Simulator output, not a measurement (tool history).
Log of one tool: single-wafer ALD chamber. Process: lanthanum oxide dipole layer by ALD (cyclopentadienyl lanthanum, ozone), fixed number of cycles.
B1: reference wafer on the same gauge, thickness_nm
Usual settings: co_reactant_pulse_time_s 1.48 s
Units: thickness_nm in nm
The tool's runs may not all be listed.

run 1 hour=0.0 | co_reactant_pulse_time_s=1.31 | B1=0.446 | thickness_nm=0.501
run 2 hour=11.6 | co_reactant_pulse_time_s=1.31 | B1=0.445 | thickness_nm=0.497
run 3 hour=24.0 | co_reactant_pulse_time_s=1.24 | B1=0.446 | thickness_nm=0.490
run 4 hour=41.9 | co_reactant_pulse_time_s=1.24 | B1=0.447 | thickness_nm=0.486
run 5 hour=57.8 | co_reactant_pulse_time_s=1.24 | B1=0.447 | thickness_nm=0.490
run 6 hour=74.2 | co_reactant_pulse_time_s=1.48 | B1=0.445 | thickness_nm=0.515
run 7 hour=117.2 | co_reactant_pulse_time_s=1.48 | B1=0.447 | thickness_nm=0.515
run 8 hour=128.4 | co_reactant_pulse_time_s=1.48 | B1=0.446 | thickness_nm=0.511
run 9 hour=137.4 | co_reactant_pulse_time_s=1.48 | B1=0.446 | thickness_nm=0.513
run 10 hour=150.1 | co_reactant_pulse_time_s=1.48 | B1=0.446 | thickness_nm=0.516
run 11 hour=165.2 | co_reactant_pulse_time_s=1.48 | B1=0.446 | thickness_nm=0.511
-- hour=171.5 gauge calibrated
run 12 hour=172.2 | co_reactant_pulse_time_s=1.48 | B1=0.446 | thickness_nm=0.510
run 13 hour=187.4 | co_reactant_pulse_time_s=1.48 | B1=0.446 | thickness_nm=0.514
-- hour=198.1 thermocouple changed; heater temperature recalibrated
run 14 hour=198.6 | co_reactant_pulse_time_s=1.48 | B1=0.446 | thickness_nm=0.512
run 15 hour=213.4 | co_reactant_pulse_time_s=1.48 | B1=0.446 | thickness_nm=0.510
run 16 hour=227.6 | co_reactant_pulse_time_s=1.91 | B1=0.446 | thickness_nm=0.539
-- hour=243.5 ozone generator serviced
run 17 hour=244.0 | co_reactant_pulse_time_s=1.91 | B1=0.446 | thickness_nm=0.545
run 18 hour=245.6 | co_reactant_pulse_time_s=1.48 | B1=0.446 | thickness_nm=0.526
run 19 hour=254.0 | co_reactant_pulse_time_s=1.05 | B1=0.445 | thickness_nm=0.469
-- hour=275.5 showerhead replaced
run 20 hour=276.0 | co_reactant_pulse_time_s=1.82 | B1=0.446 | thickness_nm=0.541
run 21 hour=276.3 | co_reactant_pulse_time_s=1.32 | B1=0.446 | thickness_nm=0.511
run 22 hour=292.8 | co_reactant_pulse_time_s=1.69 | B1=0.446 | thickness_nm=0.532
run 23 hour=321.7 | co_reactant_pulse_time_s=1.14 | B1=0.446 | thickness_nm=0.487
run 24 hour=338.0 | co_reactant_pulse_time_s=1.98 | B1=0.446 | thickness_nm=0.546
run 25 hour=344.4 | co_reactant_pulse_time_s=1.13 | B1=0.445 | thickness_nm=0.481
run 26 hour=377.5 | co_reactant_pulse_time_s=1.81 | B1=0.446 | thickness_nm=0.540
run 27 hour=391.2 | co_reactant_pulse_time_s=1.87 | B1=0.446 | thickness_nm=0.544
run 28 hour=408.7 | co_reactant_pulse_time_s=1.48 | B1=0.446 | thickness_nm=0.519
run 29 hour=415.1 | co_reactant_pulse_time_s=1.48 | B1=0.446 | thickness_nm=0.516
run 30 hour=424.4 | co_reactant_pulse_time_s=0.90 | B1=0.446 | thickness_nm=0.419

Forecast run 31:
run 31 hour=432.0 | co_reactant_pulse_time_s=2.02 | B1=? | thickness_nm=?

{"run 31": {"B1": 0.446, "thickness_nm": 0.549}}
Without the tool's hidden state the same run would have given thickness_nm 0.551 nm.
